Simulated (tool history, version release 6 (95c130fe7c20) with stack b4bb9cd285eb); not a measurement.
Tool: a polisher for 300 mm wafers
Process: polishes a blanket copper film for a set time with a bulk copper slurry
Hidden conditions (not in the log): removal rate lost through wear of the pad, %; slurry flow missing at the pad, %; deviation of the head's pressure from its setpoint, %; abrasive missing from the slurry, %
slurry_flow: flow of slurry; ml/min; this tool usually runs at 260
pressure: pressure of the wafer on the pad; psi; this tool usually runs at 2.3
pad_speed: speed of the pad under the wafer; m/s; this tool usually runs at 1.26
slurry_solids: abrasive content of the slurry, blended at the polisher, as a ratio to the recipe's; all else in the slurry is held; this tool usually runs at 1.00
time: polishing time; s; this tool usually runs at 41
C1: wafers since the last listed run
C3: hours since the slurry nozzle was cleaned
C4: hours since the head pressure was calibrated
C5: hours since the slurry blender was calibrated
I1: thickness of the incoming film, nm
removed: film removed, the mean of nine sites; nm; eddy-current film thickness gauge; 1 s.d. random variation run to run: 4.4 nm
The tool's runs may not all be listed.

Run 1, hour 0.0: usual settings; C1 0; wafers polished on this pad 284; C3 78.6; C4 916.7; C5 447.5; I1 2161.5. Result: removed 438.2 nm.
Run 2, hour 61.8: usual settings; C1 743; wafers polished on this pad 1028; C3 140.4; C4 978.5; C5 509.3; I1 2142.2. Result: removed 449.4 nm.
At hour 116.6: slurry blender recalibrated.
Run 3, hour 147.5: usual settings but slurry_solids 1.15; C1 1007; wafers polished on this pad 2036; C3 226.1; C4 1064.2; C5 30.9; I1 2116.9. Result: removed 457.8 nm.
Run 4, hour 195.7: usual settings but slurry_solids 1.15; C1 580; wafers polished on this pad 2616; C3 274.3; C4 1112.4; C5 79.1; I1 2126.3. Result: removed 452.6 nm.
Run 5, hour 236.3: usual settings but slurry_solids 1.15; C1 488; wafers polished on this pad 3105; C3 314.9; C4 1153.0; C5 119.7; I1 2121.8. Result: removed 460.9 nm.
Run 6, hour 274.6: usual settings; C1 461; wafers polished on this pad 3566; C3 353.2; C4 1191.3; C5 158.0; I1 2097.9. Result: removed 431.7 nm.
Run 7, hour 342.1: usual settings; C1 812; wafers polished on this pad 4378; C3 420.7; C4 1258.8; C5 225.5; I1 2173.0. Result: removed 444.0 nm.
Run 8, hour 403.9: usual settings but pressure 2.7 psi, slurry_solids 0.90; C1 743; wafers polished on this pad 5122; C3 482.5; C4 1320.6; C5 287.3; I1 2115.9. Result: removed 503.6 nm.
Run 9, hour 505.8: usual settings but slurry_solids 0.90, time 28 s; C1 1226; wafers polished on this pad 6349; C3 584.4; C4 1422.5; C5 389.2; I1 2147.2. Result: removed 287.9 nm.
At hour 540.5: slurry nozzle cleaned.
Run 10, hour 558.7: usual settings; C1 624; wafers polished on this pad 6974; C3 18.2; C4 1475.4; C5 442.1; I1 2132.9. Result: removed 446.4 nm.
At hour 587.8: head pressure recalibrated.
Run 11, hour 609.5: usual settings but slurry_flow 335 ml/min, pad_speed 1.70 m/s, slurry_solids 0.75, time 46 s; C1 587; wafers polished on this pad 7561; C3 69.0; C4 21.7; C5 492.9; I1 2130.5. Result: removed 619.5 nm.
At hour 660.1: worn pad replaced by a new one.
Run 12, hour 698.4: usual settings but slurry_flow 295 ml/min, pressure 2.8 psi, slurry_solids 0.70, time 52 s; C1 1022; wafers polished on this pad 461; C3 157.9; C4 110.6; C5 581.8; I1 2163.2. Result: removed 642.8 nm.
Run 13, hour 784.7: usual settings but slurry_flow 210 ml/min, pad_speed 1.66 m/s; C1 1038; wafers polished on this pad 1500; C3 244.2; C4 196.9; C5 668.1; I1 2130.0. Result: removed 539.7 nm.
At hour 801.4: slurry blender recalibrated.
Run 14, hour 882.8: usual settings; C1 1156; wafers polished on this pad 2657; C3 342.3; C4 295.0; C5 81.4; I1 2134.4. Result: removed 444.9 nm.
Run 15, hour 986.9: usual settings but slurry_flow 235 ml/min, pressure 2.9 psi, slurry_solids 1.20, time 49 s; C1 1253; wafers polished on this pad 3910; C3 446.4; C4 399.1; C5 185.5; I1 2139.0. Result: removed 690.4 nm.
Run 16, hour 1073.3: usual settings; C1 1040; wafers polished on this pad 4950; C3 532.8; C4 485.5; C5 271.9; I1 2128.1. Result: removed 450.1 nm.
Run 17, hour 1128.3: usual settings but slurry_flow 305 ml/min, pressure 1.9 psi, time 30 s; C1 662; wafers polished on this pad 5612; C3 587.8; C4 540.5; C5 326.9; I1 2138.1. Result: removed 270.3 nm.
Run 18, hour 1214.3: usual settings but slurry_flow 305 ml/min, pressure 1.9 psi, slurry_solids 0.70; C1 1035; wafers polished on this pad 6647; C3 673.8; C4 626.5; C5 412.9; I1 2136.2. Result: removed 340.0 nm.
At hour 1230.0: slurry nozzle cleaned.
Run 19, hour 1300.0: usual settings; C1 1019; wafers polished on this pad 7667; C3 70.0; C4 712.2; C5 498.6; I1 2164.4. Result: removed 445.1 nm.
Run 20, hour 1341.7: usual settings but pressure 2.7 psi, pad_speed 1.66 m/s, slurry_solids 1.20, time 50 s; C1 501; wafers polished on this pad 8169; C3 111.7; C4 753.9; C5 540.3; I1 2119.9. Result: removed 838.6 nm.
Run 21, hour 1383.2: usual settings but slurry_flow 180 ml/min, pad_speed 1.38 m/s, slurry_solids 1.20, time 31 s; C1 499; wafers polished on this pad 8669; C3 153.2; C4 795.4; C5 581.8; I1 2144.5. Result: removed 359.3 nm.
At hour 1417.8: worn pad replaced by a new one.
Run 22, hour 1422.0: usual settings but time 48 s; C1 418; wafers polished on this pad 50; C3 192.0; C4 834.2; C5 620.6; I1 2145.2. Result: removed 524.6 nm.
At hour 1442.1: slurry blender recalibrated.
Run 23, hour 1471.8: usual settings; C1 575; wafers polished on this pad 625; C3 241.8; C4 884.0; C5 29.7; I1 2154.1. Result: removed 443.8 nm.
Run 24, hour 1574.9: usual settings but pressure 3.0 psi, slurry_solids 1.30, time 53 s; C1 1241; wafers polished on this pad 1866; C3 344.9; C4 987.1; C5 132.8; I1 2142.0. Result: removed 812.6 nm.
Run 25, hour 1636.6: usual settings but pressure 1.7 psi; C1 742; wafers polished on this pad 2609; C3 406.6; C4 1048.8; C5 194.5; I1 2164.0. Result: removed 325.2 nm.
Run 26, hour 1735.9: usual settings; C1 1195; wafers polished on this pad 3805; C3 505.9; C4 1148.1; C5 293.8; I1 2128.0. Result: removed 436.1 nm.
At hour 1813.0: head pressure recalibrated.
Run 27, hour 1838.6: usual settings; C1 1212; wafers polished on this pad 5017; C3 608.6; C4 25.6; C5 396.5; I1 2121.6. Result: removed 436.2 nm.
At hour 1840.1: slurry nozzle cleaned.
Run 28, hour 1915.2: usual settings but pressure 1.7 psi, pad_speed 1.00 m/s, time 27 s; C1 910; wafers polished on this pad 5927; C3 75.1; C4 102.2; C5 473.1; I1 2124.9. Result: removed 180.2 nm.
At hour 1998.2: worn pad replaced by a new one.
Run 29, hour 1998.6: usual settings; C1 955; wafers polished on this pad 4; C3 158.5; C4 185.6; C5 556.5; I1 2125.5. Result: removed 441.3 nm.
Run 30, hour 2045.6: usual settings; C1 565; wafers polished on this pad 570; C3 205.5; C4 232.6; C5 603.5; I1 2120.5. Result: removed 448.2 nm.
Run 31, hour 2124.1: usual settings but pressure 3.0 psi, pad_speed 0.84 m/s, slurry_solids 0.75, time 36 s; C1 944; wafers polished on this pad 1515; C3 284.0; C4 311.1; C5 682.0; I1 2145.9. Result: removed 337.0 nm.

Exercise: give the hidden state of the tool at every run:
removal rate lost through wear of the pad, %: 0 at every run
slurry flow missing at the pad, %: 0 at every run
deviation of the head's pressure from its setpoint, %: 0 at every run
abrasive missing from the slurry, %: 0 at every run
